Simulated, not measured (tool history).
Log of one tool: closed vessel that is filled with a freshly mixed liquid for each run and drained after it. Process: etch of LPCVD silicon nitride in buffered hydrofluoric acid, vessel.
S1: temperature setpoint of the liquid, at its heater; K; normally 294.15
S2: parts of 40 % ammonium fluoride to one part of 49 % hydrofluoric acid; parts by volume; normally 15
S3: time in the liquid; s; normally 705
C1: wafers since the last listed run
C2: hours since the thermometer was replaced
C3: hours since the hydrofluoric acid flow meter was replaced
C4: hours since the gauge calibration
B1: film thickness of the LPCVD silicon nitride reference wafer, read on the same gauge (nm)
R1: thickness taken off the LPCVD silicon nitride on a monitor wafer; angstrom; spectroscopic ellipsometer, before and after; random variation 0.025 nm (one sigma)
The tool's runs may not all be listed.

{"run": 1, "hour": 0.0, "S1": 294.15, "S2": 15, "S3": 705, "C1": 0, "C2": 1164.5, "C3": 1843.5, "C4": 327, "B1": 130, "R1": 50}
{"run": 2, "hour": 33.4, "S1": 294.15, "S2": 15, "S3": 705, "C1": 2366, "C2": 1197.9, "C3": 1876.9, "C4": 360.4, "B1": 130, "R1": 49.8}
{"run": 3, "hour": 66.2, "S1": 294.15, "S2": 15, "S3": 705, "C1": 2324, "C2": 1230.7, "C3": 1909.7, "C4": 393.2, "B1": 130.01, "R1": 49.5}
{"run": 4, "hour": 86.6, "S1": 294.15, "S2": 15, "S3": 705, "C1": 1445, "C2": 1251.1, "C3": 1930.1, "C4": 413.6, "B1": 130, "R1": 49.6}
{"run": 5, "hour": 102.2, "S1": 294.15, "S2": 15, "S3": 705, "C1": 1105, "C2": 1266.7, "C3": 1945.7, "C4": 429.2, "B1": 130, "R1": 49.7}
{"run": 6, "hour": 132.9, "S1": 294.15, "S2": 12, "S3": 705, "C1": 2175, "C2": 1297.4, "C3": 1976.4, "C4": 459.9, "B1": 129.99, "R1": 61.6}
{"run": 7, "hour": 150.4, "S1": 294.15, "S2": 12, "S3": 705, "C1": 1240, "C2": 1314.9, "C3": 1993.9, "C4": 477.4, "B1": 130, "R1": 61}
{"run": 8, "hour": 250.4, "S1": 294.15, "S2": 12, "S3": 705, "C1": 7086, "C2": 1414.9, "C3": 2093.9, "C4": 577.4, "B1": 130.01, "R1": 61}
{"hour": 256.9, "done": "thermometer replaced"}
{"hour": 275.5, "done": "hydrofluoric acid flow meter replaced"}
{"hour": 303.2, "done": "gauge calibrated"}
{"run": 9, "hour": 344.9, "S1": 294.15, "S2": 15, "S3": 705, "C1": 6555, "C2": 88, "C3": 69.4, "C4": 41.7, "B1": 130, "R1": 53.8}
{"run": 10, "hour": 359.7, "S1": 292.65, "S2": 15, "S3": 485, "C1": 1048, "C2": 102.8, "C3": 84.2, "C4": 56.5, "B1": 130.01, "R1": 34.4}
{"run": 11, "hour": 372.0, "S1": 299.15, "S2": 18, "S3": 295, "C1": 871, "C2": 115.1, "C3": 96.5, "C4": 68.8, "B1": 130.01, "R1": 24.8}
{"run": 12, "hour": 393.0, "S1": 294.15, "S2": 17, "S3": 705, "C1": 1488, "C2": 136.1, "C3": 117.5, "C4": 89.8, "B1": 129.99, "R1": 47.6}
{"run": 13, "hour": 423.8, "S1": 294.15, "S2": 15, "S3": 705, "C1": 2182, "C2": 166.9, "C3": 148.3, "C4": 120.6, "B1": 130.01, "R1": 53.7}
{"run": 14, "hour": 457.9, "S1": 297.15, "S2": 9.5, "S3": 1020, "C1": 2416, "C2": 201, "C3": 182.4, "C4": 154.7, "B1": 130.02, "R1": 143}
{"run": 15, "hour": 479.1, "S1": 298.15, "S2": 17, "S3": 500, "C1": 1502, "C2": 222.2, "C3": 203.6, "C4": 175.9, "B1": 130.01, "R1": 42.2}
{"run": 16, "hour": 503.2, "S1": 290.15, "S2": 9.5, "S3": 1040, "C1": 1707, "C2": 246.3, "C3": 227.7, "C4": 200, "B1": 130.01, "R1": 99.1}
{"run": 17, "hour": 606.9, "S1": 294.15, "S2": 15, "S3": 705, "C1": 7348, "C2": 350, "C3": 331.4, "C4": 303.7, "B1": 129.98, "R1": 53}

Run 18 comes next. What will it give?
{"run": 18, "hour": 623.7, "S1": 294.15, "S2": 15, "S3": 705, "C1": 1190, "C2": 366.8, "C3": 348.2, "C4": 320.5, "B1": "?", "R1": "?"}

Run 18 gave B1 129.99, R1 53.8 angstrom.
With the hidden condition absent and the run-to-run variation left alone, this run would have shown R1 55.2 angstrom.
